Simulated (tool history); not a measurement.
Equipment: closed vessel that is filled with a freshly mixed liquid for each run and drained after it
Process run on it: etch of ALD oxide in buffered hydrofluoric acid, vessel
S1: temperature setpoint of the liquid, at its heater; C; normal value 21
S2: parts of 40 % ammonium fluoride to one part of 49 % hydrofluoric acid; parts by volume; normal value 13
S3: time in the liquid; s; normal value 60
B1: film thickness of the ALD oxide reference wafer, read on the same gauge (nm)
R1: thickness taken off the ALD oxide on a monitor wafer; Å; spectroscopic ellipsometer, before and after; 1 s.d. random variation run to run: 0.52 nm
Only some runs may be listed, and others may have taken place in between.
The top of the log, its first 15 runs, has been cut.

{"run": 16, "day": 17.438, "S1": 21, "S2": 13, "S3": 70, "B1": 30.02, "R1": 1000.3}
{"run": 17, "day": 18.442, "S1": 21, "S2": 13, "S3": 60, "B1": 30.01, "R1": 865.4}
{"run": 18, "day": 19.125, "S1": 21, "S2": 10.5, "S3": 90, "B1": 29.98, "R1": 1593.6}
{"run": 19, "day": 20.5, "S1": 17, "S2": 10.5, "S3": 45, "B1": 30.03, "R1": 639.1}
{"run": 20, "day": 21.596, "S1": 19, "S2": 11.5, "S3": 60, "B1": 30.04, "R1": 877.1}
{"run": 21, "day": 22.188, "S1": 17, "S2": 15.5, "S3": 45, "B1": 29.98, "R1": 442.3}
{"run": 22, "day": 23.004, "S1": 19, "S2": 8.5, "S3": 35, "B1": 30.03, "R1": 665.7}
{"run": 23, "day": 24.383, "S1": 19, "S2": 10, "S3": 60, "B1": 29.98, "R1": 994.2}
{"run": 24, "day": 25.096, "S1": 21, "S2": 13, "S3": 60, "B1": 30.02, "R1": 872.1}
{"run": 25, "day": 26.542, "S1": 17.5, "S2": 11, "S3": 60, "B1": 30, "R1": 849.8}
{"run": 26, "day": 27.708, "S1": 21, "S2": 13, "S3": 95, "B1": 30.05, "R1": 1381.4}
{"day": 28.388, "done": "gauge calibrated"}
{"run": 27, "day": 28.9, "S1": 21, "S2": 13, "S3": 60, "B1": 30.02, "R1": 872.1}
{"run": 28, "day": 29.754, "S1": 19.5, "S2": 13, "S3": 60, "B1": 30, "R1": 812.2}
{"run": 29, "day": 31.146, "S1": 21, "S2": 13, "S3": 60, "B1": 30.04, "R1": 871.7}
{"run": 30, "day": 32.421, "S1": 21, "S2": 11.5, "S3": 60, "B1": 29.99, "R1": 992.2}
{"run": 31, "day": 33.3, "S1": 21, "S2": 13, "S3": 60, "B1": 29.96, "R1": 883}
{"run": 32, "day": 34.796, "S1": 23.5, "S2": 17, "S3": 45, "B1": 30.05, "R1": 581.9}
{"run": 33, "day": 35.496, "S1": 21, "S2": 9.5, "S3": 45, "B1": 30.01, "R1": 879.4}
{"run": 34, "day": 36.017, "S1": 24, "S2": 14.5, "S3": 90, "B1": 30.02, "R1": 1393}

Forecast each of these 3 alternatives for the next run:
{"run": "A", "day": 36.046, "S1": 21, "S2": 13, "S3": 85, "B1": "?", "R1": "?"}
{"run": "B", "day": 36.046, "S1": 22.5, "S2": 16.5, "S3": 60, "B1": "?", "R1": "?"}
{"run": "C", "day": 36.046, "S1": 21, "S2": 13, "S3": 90, "B1": "?", "R1": "?"}

run=A B1=29.99 R1=1235.4
run=B B1=29.99 R1=749.5
run=C B1=29.99 R1=1308
With no hidden state in the tool, these same runs would have given:
run=A R1=1197.5
run=B R1=726.7
run=C R1=1268

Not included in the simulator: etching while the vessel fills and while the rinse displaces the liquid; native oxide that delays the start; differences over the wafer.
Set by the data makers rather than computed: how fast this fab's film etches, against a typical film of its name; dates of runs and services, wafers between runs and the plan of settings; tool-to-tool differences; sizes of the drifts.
